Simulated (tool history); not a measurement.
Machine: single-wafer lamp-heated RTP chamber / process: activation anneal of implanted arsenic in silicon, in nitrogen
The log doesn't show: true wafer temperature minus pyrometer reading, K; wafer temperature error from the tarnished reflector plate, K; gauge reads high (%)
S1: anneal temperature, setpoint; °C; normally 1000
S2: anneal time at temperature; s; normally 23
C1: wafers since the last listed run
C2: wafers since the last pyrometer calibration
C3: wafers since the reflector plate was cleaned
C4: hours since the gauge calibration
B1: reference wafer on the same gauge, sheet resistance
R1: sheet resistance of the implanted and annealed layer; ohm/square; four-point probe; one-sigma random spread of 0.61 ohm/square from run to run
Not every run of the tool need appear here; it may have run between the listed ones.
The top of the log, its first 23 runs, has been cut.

Run 24, day 58.579: usual settings but S1 978 °C, S2 31 s; C1 1245; C2 4699; C3 9439; C4 201.7; B1 100.01. Result: R1 109.10 ohm/square.
At day 58.933: reflector plate cleaned.
Run 25, day 59.633: usual settings; C1 330; C2 5029; C3 320; C4 227.0; B1 99.86. Result: R1 106.47 ohm/square.
Run 26, day 60.933: usual settings; C1 595; C2 5624; C3 915; C4 258.2; B1 99.93. Result: R1 106.60 ohm/square.
Run 27, day 62.383: usual settings but S1 1017 °C, S2 15 s; C1 663; C2 6288; C3 1579; C4 293.0; B1 100.10. Result: R1 106.23 ohm/square.
Run 28, day 63.488: usual settings but S1 985 °C, S2 10 s; C1 505; C2 6794; C3 2085; C4 319.5; B1 99.98. Result: R1 118.31 ohm/square.
Run 29, day 66.371: usual settings; C1 1320; C2 8114; C3 3405; C4 388.7; B1 100.00. Result: R1 105.75 ohm/square.
Run 30, day 67.421: usual settings but S1 1022 °C, S2 35 s; C1 480; C2 8595; C3 3886; C4 413.9; B1 100.06. Result: R1 94.63 ohm/square.
At day 68.821: pyrometer window cleaned and pyrometer calibrated.
Run 31, day 74.246: usual settings but S1 991 °C, S2 31 s; C1 2972; C2 2485; C3 6858; C4 577.7; B1 99.99. Result: R1 104.88 ohm/square.
Run 32, day 76.221: usual settings but S1 1014 °C; C1 904; C2 3389; C3 7763; C4 625.1; B1 99.98. Result: R1 101.41 ohm/square.
Run 33, day 77.783: usual settings; C1 715; C2 4104; C3 8478; C4 662.6; B1 99.94. Result: R1 105.31 ohm/square.
At day 79.354: reflector plate cleaned.
Run 34, day 79.375: usual settings; C1 576; C2 4680; C3 9; C4 700.8; B1 99.96. Result: R1 107.87 ohm/square.
Run 35, day 80.612: usual settings; C1 566; C2 5247; C3 576; C4 730.5; B1 99.99. Result: R1 106.87 ohm/square.
Run 36, day 82.667: usual settings but S1 984 °C, S2 31 s; C1 940; C2 6188; C3 1516; C4 779.8; B1 100.14. Result: R1 109.63 ohm/square.
At day 85.033: pyrometer window cleaned and pyrometer calibrated.
Run 37, day 85.054: usual settings but S1 990 °C; C1 940; C2 8; C3 2457; C4 837.1; B1 100.09. Result: R1 109.36 ohm/square.

3 ways to go on from here, each from the tool as it stands after run 37. What would each give?
Run A, day 85.071: usual settings but S1 986 °C; C1 7; C2 16; C3 2465; C4 837.5; B1 ?. Result: R1 ?.
Run B, day 85.071: usual settings but S1 981 °C, S2 12 s; C1 7; C2 16; C3 2465; C4 837.5; B1 ?. Result: R1 ?.
Run C, day 85.071: usual settings but S1 984 °C, S2 18 s; C1 7; C2 16; C3 2465; C4 837.5; B1 ?. Result: R1 ?.

run      B1      R1
  A  100.07  110.20
  B  100.07  118.12
  C  100.07  113.17
Without the tool's unlogged condition, the same runs would have read:
run      R1
  A  111.73
  B  119.86
  C  114.79
